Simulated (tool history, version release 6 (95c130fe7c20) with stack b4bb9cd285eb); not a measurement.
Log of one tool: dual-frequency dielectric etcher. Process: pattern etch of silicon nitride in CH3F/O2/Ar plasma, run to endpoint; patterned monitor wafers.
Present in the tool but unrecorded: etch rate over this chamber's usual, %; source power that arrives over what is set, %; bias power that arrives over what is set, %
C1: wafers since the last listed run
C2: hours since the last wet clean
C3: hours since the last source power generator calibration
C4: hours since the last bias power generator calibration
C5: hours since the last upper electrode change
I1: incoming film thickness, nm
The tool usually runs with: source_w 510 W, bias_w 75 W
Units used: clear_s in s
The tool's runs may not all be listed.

Run 1, day 0: usual settings; C1 0; C2 400.8; C3 2899.4; C4 1432.3; C5 6112.3; I1 41.76. Result: clear_s 56.7 s.
Run 2, day 2.7: usual settings but source_w 480 W, bias_w 80 W; C1 695; C2 465.6; C3 2964.2; C4 1497.1; C5 6177.1; I1 41.76. Result: clear_s 55.8 s.
At day 4.012: wet clean of the chamber.
Run 3, day 4.033: usual settings but source_w 440 W, bias_w 87 W; C1 85; C2 0.5; C3 2996.2; C4 1529.1; C5 6209.1; I1 41.54. Result: clear_s 56.4 s.
Run 4, day 5.212: usual settings; C1 303; C2 28.8; C3 3024.5; C4 1557.4; C5 6237.4; I1 41.64. Result: clear_s 58 s.
At day 7.412: source power generator calibrated.
Run 5, day 7.946: usual settings; C1 660; C2 94.4; C3 12.8; C4 1623; C5 6303; I1 41.55. Result: clear_s 57.7 s.
Run 6, day 10.542: usual settings but bias_w 79 W; C1 668; C2 156.7; C3 75.1; C4 1685.3; C5 6365.3; I1 41.7. Result: clear_s 56.3 s.
At day 13.579: upper electrode replaced.
Run 7, day 13.6: usual settings but bias_w 79 W; C1 529; C2 230.1; C3 148.5; C4 1758.7; C5 0.5; I1 42.02. Result: clear_s 56.8 s.
Run 8, day 18.196: usual settings but bias_w 79 W; C1 1183; C2 340.4; C3 258.8; C4 1869; C5 110.8; I1 41.76. Result: clear_s 55.8 s.
Run 9, day 21.304: usual settings but bias_w 61 W; C1 800; C2 415; C3 333.4; C4 1943.6; C5 185.4; I1 41.66. Result: clear_s 63.9 s.
Run 10, day 22.775: usual settings; C1 378; C2 450.3; C3 368.7; C4 1978.9; C5 220.7; I1 42.48. Result: clear_s 58 s.
Run 11, day 25.546: usual settings; C1 713; C2 516.8; C3 435.2; C4 2045.4; C5 287.2; I1 41.53. Result: clear_s 56.3 s.
At day 28.554: wet clean of the chamber.
Run 12, day 28.575: usual settings; C1 522; C2 0.5; C3 507.9; C4 2118.1; C5 359.9; I1 41.82. Result: clear_s 57.8 s.
Run 13, day 29.083: usual settings but source_w 590 W, bias_w 62 W; C1 130; C2 12.7; C3 520.1; C4 2130.3; C5 372.1; I1 41.47. Result: clear_s 60.7 s.
Run 14, day 30.3: usual settings but source_w 430 W; C1 313; C2 41.9; C3 549.3; C4 2159.5; C5 401.3; I1 42.17. Result: clear_s 61.9 s.
Run 15, day 32.158: usual settings but bias_w 79 W; C1 478; C2 86.5; C3 593.9; C4 2204.1; C5 445.9; I1 41.89. Result: clear_s 56.2 s.
Run 16, day 33.317: usual settings; C1 298; C2 114.3; C3 621.7; C4 2231.9; C5 473.7; I1 41.43. Result: clear_s 57.6 s.
Run 17, day 35.596: usual settings but source_w 420 W, bias_w 80 W; C1 586; C2 169; C3 676.4; C4 2286.6; C5 528.4; I1 41.64. Result: clear_s 59.7 s.
Run 18, day 38.454: usual settings but source_w 440 W, bias_w 91 W; C1 735; C2 237.6; C3 745; C4 2355.2; C5 597; I1 41.99. Result: clear_s 55.3 s.
Run 19, day 39.871: usual settings; C1 364; C2 271.6; C3 779; C4 2389.2; C5 631; I1 41.6. Result: clear_s 57.5 s.
Run 20, day 41.771: usual settings but source_w 460 W; C1 489; C2 317.2; C3 824.6; C4 2434.8; C5 676.6; I1 42.3. Result: clear_s 60.5 s.
Run 21, day 44.329: usual settings; C1 658; C2 378.6; C3 886; C4 2496.2; C5 738; I1 41.97. Result: clear_s 57.7 s.
Run 22, day 46.812: usual settings but bias_w 62 W; C1 639; C2 438.2; C3 945.6; C4 2555.8; C5 797.6; I1 41.98. Result: clear_s 63.3 s.
At day 48.088: bias power generator calibrated.
At day 50.162: wet clean of the chamber.
Run 23, day 50.183: usual settings but source_w 570 W, bias_w 57 W; C1 567; C2 0.5; C3 1026.5; C4 50.3; C5 878.5; I1 41.55. Result: clear_s 62.5 s.
Run 24, day 52.154: usual settings but source_w 400 W, bias_w 69 W; C1 507; C2 47.8; C3 1073.8; C4 97.6; C5 925.8; I1 41.72. Result: clear_s 64.7 s.
Run 25, day 53.904: usual settings; C1 450; C2 89.8; C3 1115.8; C4 139.6; C5 967.8; I1 41.65. Result: clear_s 56 s.
Run 26, day 56.404: usual settings but source_w 430 W, bias_w 66 W; C1 643; C2 149.8; C3 1175.8; C4 199.6; C5 1027.8; I1 41.56. Result: clear_s 63.7 s.
Run 27, day 58.883: usual settings; C1 638; C2 209.3; C3 1235.3; C4 259.1; C5 1087.3; I1 41.48. Result: clear_s 56.8 s.
Run 28, day 61.508: usual settings but source_w 460 W, bias_w 69 W; C1 675; C2 272.3; C3 1298.3; C4 322.1; C5 1150.3; I1 41.46. Result: clear_s 60.9 s.
Run 29, day 64.242: usual settings but source_w 550 W, bias_w 84 W; C1 703; C2 337.9; C3 1363.9; C4 387.7; C5 1215.9; I1 41.68. Result: clear_s 51.7 s.
Run 30, day 66.104: usual settings but source_w 550 W, bias_w 66 W; C1 479; C2 382.6; C3 1408.6; C4 432.4; C5 1260.6; I1 41.65. Result: clear_s 58.4 s.
Run 31, day 68.496: usual settings but source_w 610 W; C1 615; C2 440; C3 1466; C4 489.8; C5 1318; I1 41.47. Result: clear_s 52.5 s.
At day 71.908: wet clean of the chamber.
Run 32, day 71.929: usual settings but source_w 430 W, bias_w 69 W; C1 626; C2 0.5; C3 1548.4; C4 572.2; C5 1400.4; I1 41.92. Result: clear_s 63.9 s.
Run 33, day 72.842: usual settings but source_w 410 W, bias_w 56 W; C1 234; C2 22.4; C3 1570.3; C4 594.1; C5 1422.3; I1 41.91. Result: clear_s 72.9 s.
Run 34, day 74.117: usual settings but bias_w 83 W; C1 328; C2 53; C3 1600.9; C4 624.7; C5 1452.9; I1 42.47. Result: clear_s 55.2 s.
Run 35, day 75.721: usual settings but source_w 620 W, bias_w 70 W; C1 412; C2 91.5; C3 1639.4; C4 663.2; C5 1491.4; I1 41.88. Result: clear_s 55.6 s.

Here are 4 independent what-if runs from the current tool condition. What would each one return?
Run A, day 75.738: usual settings; C1 4; C2 91.9; C3 1639.8; C4 663.6; C5 1491.8; I1 41.53. Result: clear_s ?.
Run B, day 75.738: usual settings but source_w 580 W, bias_w 87 W; C1 4; C2 91.9; C3 1639.8; C4 663.6; C5 1491.8; I1 41.53. Result: clear_s ?.
Run C, day 75.738: usual settings but source_w 540 W, bias_w 89 W; C1 4; C2 91.9; C3 1639.8; C4 663.6; C5 1491.8; I1 41.53. Result: clear_s ?.
Run D, day 75.738: usual settings but source_w 630 W, bias_w 82 W; C1 4; C2 91.9; C3 1639.8; C4 663.6; C5 1491.8; I1 41.53. Result: clear_s ?.

run  clear_s
  A     57.2
  B     50.6
  C     51.3
  D     50.7
Without the tool's unlogged condition, the same runs would have read:
run  clear_s
  A     56.8
  B     50.3
  C     50.9
  D     50.3

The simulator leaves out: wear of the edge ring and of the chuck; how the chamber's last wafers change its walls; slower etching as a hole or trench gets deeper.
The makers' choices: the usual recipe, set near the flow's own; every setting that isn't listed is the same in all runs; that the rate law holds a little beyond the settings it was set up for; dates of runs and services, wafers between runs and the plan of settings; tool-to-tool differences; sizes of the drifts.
